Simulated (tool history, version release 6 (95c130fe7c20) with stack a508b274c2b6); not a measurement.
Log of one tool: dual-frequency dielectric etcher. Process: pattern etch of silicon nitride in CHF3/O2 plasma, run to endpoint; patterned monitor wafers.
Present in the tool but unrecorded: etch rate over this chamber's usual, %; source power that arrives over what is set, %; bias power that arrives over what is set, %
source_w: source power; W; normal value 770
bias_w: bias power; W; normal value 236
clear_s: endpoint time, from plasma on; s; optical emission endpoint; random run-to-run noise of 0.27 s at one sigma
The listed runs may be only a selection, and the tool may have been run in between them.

run	hour	source_w	bias_w	wafers since the last listed run	hours since the last wet clean	hours since the last source power generator calibration	hours since the last bias power generator calibration	hours since the last upper electrode change	incoming incoming film thickness, nm	clear_s
1	0	770	236	0	315.1	2749.9	4012.2	4253.8	60.1	31.1
2	27.2	770	236	425	342.3	2777.1	4039.4	4281	60.4	31.4
3	49.5	770	276	348	364.6	2799.4	4061.7	4303.3	60.2	29.8
4	84.8	770	276	551	399.9	2834.7	4097	4338.6	61.3	30.3
5	110.1	770	236	395	425.2	2860	4122.3	4363.9	60.8	31.1
6	123.2	920	236	204	438.3	2873.1	4135.4	4377	60.6	29.7
7	149.8	920	236	415	464.9	2899.7	4162	4403.6	60.9	29.8
8	165	770	236	237	480.1	2914.9	4177.2	4418.8	61	31.4
9	200.2	770	236	550	515.3	2950.1	4212.4	4454	60.8	31
10	227.1	850	257	420	542.2	2977	4239.3	4480.9	61	29.6
11	257.5	770	236	475	572.6	3007.4	4269.7	4511.3	60.4	30.5
12	271.4	770	236	217	586.5	3021.3	4283.6	4525.2	60.6	30.5
# hour 285.7: bias power generator calibrated
13	303.4	770	236	437	618.5	3053.3	17.7	4557.2	60.8	31
# hour 343.5: wet clean of the chamber
14	344	770	236	259	0.5	3093.9	58.3	4597.8	60.9	32.2
15	347.7	770	253	57	4.2	3097.6	62	4601.5	60.9	31.7
16	381.2	770	253	523	37.7	3131.1	95.5	4635	60.9	31.8
17	400.1	770	253	295	56.6	3150	114.4	4653.9	60.8	31.7
18	427.2	650	236	423	83.7	3177.1	141.5	4681	60.4	33
# hour 476.9: upper electrode replaced, of another model than before
19	477.4	640	217	409	133.9	3227.3	191.7	0.5	61	36.2
20	479.9	610	236	39	136.4	3229.8	194.2	3	60.6	34.9
21	499.6	840	236	307	156.1	3249.5	213.9	22.7	61.5	31.2
# hour 529.6: source power generator calibrated
22	534.5	870	264	482	191	4.9	248.8	57.6	61.1	28.7
23	549.1	640	177	228	205.6	19.5	263.4	72.2	61.7	40.9
24	581.5	770	267	506	238	51.9	295.8	104.6	61.1	29.7
25	606.8	710	282	395	263.3	77.2	321.1	129.9	61	29.6
26	634	770	236	425	290.5	104.4	348.3	157.1	60.3	31
27	649	590	236	234	305.5	119.4	363.3	172.1	60.9	35.4
28	677	770	236	437	333.5	147.4	391.3	200.1	60.7	31.4
29	699	770	284	343	355.5	169.4	413.3	222.1	61.6	29

For run 30, what comes out?
30	711.7	770	236	198	368.2	182.1	426	234.8	60.6	?

Logged for run 30: clear_s 31.5 s.
With the hidden condition absent and the run-to-run variation left alone, this run would have shown clear_s 32.4 s.
